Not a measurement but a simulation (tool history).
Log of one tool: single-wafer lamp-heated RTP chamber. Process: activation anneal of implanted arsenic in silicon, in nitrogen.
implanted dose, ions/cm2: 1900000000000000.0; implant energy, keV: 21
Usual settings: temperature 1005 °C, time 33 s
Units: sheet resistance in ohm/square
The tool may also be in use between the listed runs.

| run | hour | temperature | time | wafers since the last listed run | wafers since the last pyrometer calibration | wafers since the reflector plate was cleaned | hours since the gauge calibration | read-back reference wafer on the same gauge, sheet resistance | sheet resistance |
|---|---|---|---|---|---|---|---|---|---|
| 1 | 0 | 1005 | 46 | 0 | 813 | 728 | 1135.7 | 103.02 | 89.85 |
| 2 | 31.8 | 1005 | 38 | 544 | 1357 | 1272 | 1167.5 | 103.01 | 92.65 |
| 3 | 75.9 | 1005 | 38 | 754 | 2112 | 2027 | 1211.6 | 103.08 | 92.15 |
| 4 | 109 | 1005 | 33 | 566 | 2679 | 2593 | 1244.7 | 103.07 | 94.22 |
| 5 | 145.6 | 1005 | 33 | 626 | 3305 | 3220 | 1281.3 | 103.08 | 93.61 |
| 6 | 214.3 | 1005 | 33 | 1175 | 4481 | 4395 | 1350 | 103.07 | 92.18 |
| 7 | 283.3 | 998 | 33 | 1180 | 5662 | 5576 | 1419 | 103.02 | 94.16 |
| 8 | 322 | 998 | 33 | 662 | 6324 | 6238 | 1457.7 | 102.92 | 93.47 |
|  | 377.8 | reflector plate cleaned |
|  | 386.7 | pyrometer window cleaned and pyrometer calibrated |
| 9 | 387.2 | 1005 | 33 | 841 | 8 | 24 | 1522.9 | 103.04 | 94.76 |
| 10 | 430.8 | 1005 | 33 | 746 | 754 | 770 | 1566.5 | 102.93 | 95.32 |
| 11 | 468.1 | 1005 | 18 | 638 | 1393 | 1408 | 1603.8 | 103.11 | 103.69 |
| 12 | 527.4 | 1005 | 18 | 1014 | 2408 | 2423 | 1663.1 | 102.81 | 103.33 |
| 13 | 584.4 | 1005 | 33 | 975 | 3383 | 3399 | 1720.1 | 103.04 | 93.74 |
| 14 | 626.6 | 1017 | 33 | 722 | 4105 | 4121 | 1762.3 | 102.95 | 87.47 |
| 15 | 683 | 991 | 51 | 965 | 5070 | 5086 | 1818.7 | 103.05 | 91.03 |
| 16 | 743.1 | 987 | 33 | 1028 | 6099 | 6115 | 1878.8 | 103 | 98.27 |
|  | 753.5 | pyrometer window cleaned and pyrometer calibrated |
|  | 779.8 | reflector plate cleaned |
| 17 | 805.6 | 1005 | 33 | 795 | 754 | 441 | 1941.3 | 102.96 | 94.94 |
| 18 | 852.8 | 982 | 33 | 807 | 1562 | 1249 | 1988.5 | 103.03 | 106.36 |
| 19 | 904 | 982 | 42 | 876 | 2438 | 2125 | 2039.7 | 102.88 | 101.55 |
|  | 928.6 | gauge calibrated |
| 20 | 938.7 | 1005 | 33 | 593 | 3032 | 2719 | 10.1 | 103.07 | 93.41 |

Run 21 comes next. What will it give?
| 21 | 1000.9 | 1005 | 33 | 1064 | 4096 | 3784 | 72.3 | ? | ? |

{"run 21": {"read-back reference wafer on the same gauge, sheet resistance": 103.02, "sheet resistance": 92.49}}
Without the tool's hidden state the same run would have given sheet resistance 95.87 ohm/square.
